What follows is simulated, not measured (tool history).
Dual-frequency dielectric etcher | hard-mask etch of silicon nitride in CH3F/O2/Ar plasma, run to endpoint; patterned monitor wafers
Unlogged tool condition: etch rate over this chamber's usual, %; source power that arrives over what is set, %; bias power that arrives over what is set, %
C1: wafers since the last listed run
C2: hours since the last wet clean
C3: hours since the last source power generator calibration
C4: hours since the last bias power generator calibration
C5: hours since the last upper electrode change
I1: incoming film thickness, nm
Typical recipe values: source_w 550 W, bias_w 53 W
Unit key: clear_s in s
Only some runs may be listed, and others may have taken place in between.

{"run": 1, "hour": 0.0, "source_w": 460, "bias_w": 53, "C1": 0, "C2": 218.3, "C3": 4227.6, "C4": 4318.9, "C5": 4045.1, "I1": 38.44, "clear_s": 48.8}
{"run": 2, "hour": 13.5, "source_w": 460, "bias_w": 53, "C1": 198, "C2": 231.8, "C3": 4241.1, "C4": 4332.4, "C5": 4058.6, "I1": 38.39, "clear_s": 48.2}
{"run": 3, "hour": 48.6, "source_w": 550, "bias_w": 53, "C1": 517, "C2": 266.9, "C3": 4276.2, "C4": 4367.5, "C5": 4093.7, "I1": 38.62, "clear_s": 47.1}
{"run": 4, "hour": 65.3, "source_w": 550, "bias_w": 53, "C1": 246, "C2": 283.6, "C3": 4292.9, "C4": 4384.2, "C5": 4110.4, "I1": 38.44, "clear_s": 46.8}
{"run": 5, "hour": 88.2, "source_w": 550, "bias_w": 53, "C1": 337, "C2": 306.5, "C3": 4315.8, "C4": 4407.1, "C5": 4133.3, "I1": 38.46, "clear_s": 46.4}
{"hour": 100.7, "done": "bias power generator calibrated"}
{"run": 6, "hour": 105.4, "source_w": 550, "bias_w": 53, "C1": 194, "C2": 323.7, "C3": 4333.0, "C4": 4.7, "C5": 4150.5, "I1": 38.1, "clear_s": 46.4}
{"run": 7, "hour": 124.7, "source_w": 550, "bias_w": 53, "C1": 284, "C2": 343.0, "C3": 4352.3, "C4": 24.0, "C5": 4169.8, "I1": 37.99, "clear_s": 45.2}
{"run": 8, "hour": 140.6, "source_w": 550, "bias_w": 61, "C1": 234, "C2": 358.9, "C3": 4368.2, "C4": 39.9, "C5": 4185.7, "I1": 38.14, "clear_s": 44.4}
{"hour": 150.1, "done": "source power generator calibrated"}
{"hour": 168.5, "done": "wet clean of the chamber"}
{"hour": 175.2, "done": "upper electrode replaced"}
{"run": 9, "hour": 175.7, "source_w": 510, "bias_w": 58, "C1": 87, "C2": 7.2, "C3": 25.6, "C4": 75.0, "C5": 0.5, "I1": 38.35, "clear_s": 48.0}
{"run": 10, "hour": 178.2, "source_w": 630, "bias_w": 45, "C1": 36, "C2": 9.7, "C3": 28.1, "C4": 77.5, "C5": 3.0, "I1": 38.09, "clear_s": 48.6}
{"run": 11, "hour": 199.1, "source_w": 500, "bias_w": 53, "C1": 308, "C2": 30.6, "C3": 49.0, "C4": 98.4, "C5": 23.9, "I1": 38.65, "clear_s": 49.8}
{"run": 12, "hour": 222.6, "source_w": 470, "bias_w": 48, "C1": 346, "C2": 54.1, "C3": 72.5, "C4": 121.9, "C5": 47.4, "I1": 38.63, "clear_s": 51.4}
{"run": 13, "hour": 249.6, "source_w": 550, "bias_w": 53, "C1": 397, "C2": 81.1, "C3": 99.5, "C4": 148.9, "C5": 74.4, "I1": 38.34, "clear_s": 47.8}
{"run": 14, "hour": 267.4, "source_w": 550, "bias_w": 63, "C1": 262, "C2": 98.9, "C3": 117.3, "C4": 166.7, "C5": 92.2, "I1": 38.38, "clear_s": 45.5}
{"run": 15, "hour": 280.2, "source_w": 630, "bias_w": 44, "C1": 188, "C2": 111.7, "C3": 130.1, "C4": 179.5, "C5": 105.0, "I1": 38.15, "clear_s": 48.8}
{"run": 16, "hour": 313.8, "source_w": 490, "bias_w": 53, "C1": 495, "C2": 145.3, "C3": 163.7, "C4": 213.1, "C5": 138.6, "I1": 38.7, "clear_s": 49.7}

Give the tool's hidden conditions for every run:
source power that arrives over what is set, %: 0 on each run
bias power that arrives over what is set, %: 0 on each run
H1: etch rate over this chamber's usual, %
run=1 H1=3.5
run=2 H1=3.7
run=3 H1=4.2
run=4 H1=4.44
run=5 H1=4.77
run=6 H1=5.02
run=7 H1=5.3
run=8 H1=5.53
run=9 H1=0.117
run=10 H1=0.153
run=11 H1=0.454
run=12 H1=0.793
run=13 H1=1.18
run=14 H1=1.44
run=15 H1=1.62
run=16 H1=2.11
